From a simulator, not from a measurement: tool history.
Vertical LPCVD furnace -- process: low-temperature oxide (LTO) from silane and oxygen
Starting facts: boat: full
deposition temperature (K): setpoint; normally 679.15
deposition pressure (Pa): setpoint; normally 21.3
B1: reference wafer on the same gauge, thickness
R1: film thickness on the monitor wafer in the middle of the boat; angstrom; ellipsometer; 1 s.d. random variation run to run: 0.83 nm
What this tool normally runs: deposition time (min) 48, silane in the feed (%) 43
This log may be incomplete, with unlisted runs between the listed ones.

Run 1, hour 0: usual settings; B1 401.1. Result: R1 3628.5 angstrom.
Run 2, hour 26.3: usual settings but deposition time (min) 39; B1 400.93. Result: R1 2974.2 angstrom.
Run 3, hour 51.1: usual settings but deposition time (min) 39; B1 401.08. Result: R1 2962.9 angstrom.
Run 4, hour 124.4: usual settings but deposition time (min) 39; B1 400.96. Result: R1 2981.3 angstrom.
Run 5, hour 191.8: usual settings but deposition time (min) 39.5; B1 400.86. Result: R1 3016.8 angstrom.
Run 6, hour 223.4: usual settings; B1 401.08. Result: R1 3677.9 angstrom.
Run 7, hour 294.2: usual settings but silane in the feed (%) 46; B1 400.96. Result: R1 3944.1 angstrom.
At hour 330.8: thermocouples replaced and temperature profile calibrated.
At hour 351.2: pressure gauge zeroed.
Run 8, hour 351.7: usual settings but silane in the feed (%) 46; B1 400.76. Result: R1 3761.9 angstrom.
Run 9, hour 392.9: usual settings; B1 400.97. Result: R1 3519.6 angstrom.
Run 10, hour 424.2: usual settings; B1 400.8. Result: R1 3515.7 angstrom.
Run 11, hour 464.8: usual settings; B1 401.1. Result: R1 3527.7 angstrom.
Run 12, hour 521: usual settings but deposition temperature (K) 669.15, deposition pressure (Pa) 22.7, deposition time (min) 62.5, silane in the feed (%) 40; B1 401.03. Result: R1 4041.9 angstrom.
Run 13, hour 560.2: usual settings but deposition time (min) 64.5; B1 401.06. Result: R1 4727.3 angstrom.
Run 14, hour 614.3: usual settings but deposition temperature (K) 690.15, deposition pressure (Pa) 25.3; B1 401.05. Result: R1 4711.3 angstrom.
Run 15, hour 649.9: usual settings but deposition time (min) 34.5, silane in the feed (%) 41; B1 401. Result: R1 2414.3 angstrom.
At hour 688.5: silane flow controller replaced.
At hour 693.6: gauge calibrated.
Run 16, hour 705.5: usual settings; B1 401.11. Result: R1 3528.5 angstrom.
Run 17, hour 730: usual settings but deposition pressure (Pa) 23.3, silane in the feed (%) 50; B1 401.01. Result: R1 4453 angstrom.
Run 18, hour 779.9: usual settings but deposition temperature (K) 669.15, deposition pressure (Pa) 22.7, deposition time (min) 62.5, silane in the feed (%) 40; B1 401. Result: R1 4030.2 angstrom.
Run 19, hour 837.9: usual settings but deposition temperature (K) 682.15, deposition time (min) 33.5, silane in the feed (%) 47; B1 401.04. Result: R1 2783.5 angstrom.
Run 20, hour 888: usual settings but deposition pressure (Pa) 18, deposition time (min) 30; B1 401.13. Result: R1 1869.1 angstrom.
Run 21, hour 945.7: usual settings but deposition temperature (K) 686.15, deposition pressure (Pa) 24, deposition time (min) 36, silane in the feed (%) 46; B1 401.07. Result: R1 3443.1 angstrom.
Run 22, hour 1015.1: usual settings but deposition pressure (Pa) 24.7, deposition time (min) 40, silane in the feed (%) 50; B1 401.03. Result: R1 3934.3 angstrom.

Per-run results on a tool with no hidden state, each run keeping its own random variation:
Unlogged tool condition in this case: true tube temperature minus thermocouple reading, K; true pressure minus gauge reading, mTorr; deviation of the silane flow from its setpoint, %; gauge reads high (%).
run      R1
  1    3491
  2  2858.7
  3  2845.3
  4  2854.8
  5  2881.1
  6    3508
  7  3755.3
  8  3741.9
  9  3500.4
 10  3496.3
 11  3507.9
 12  4016.9
 13  4699.1
 14  4683.1
 15  2398.5
 16  3504.3
 17  4423.3
 18  3998.1
 19  2762.1
 20    1853
 21  3412.8
 22  3896.4

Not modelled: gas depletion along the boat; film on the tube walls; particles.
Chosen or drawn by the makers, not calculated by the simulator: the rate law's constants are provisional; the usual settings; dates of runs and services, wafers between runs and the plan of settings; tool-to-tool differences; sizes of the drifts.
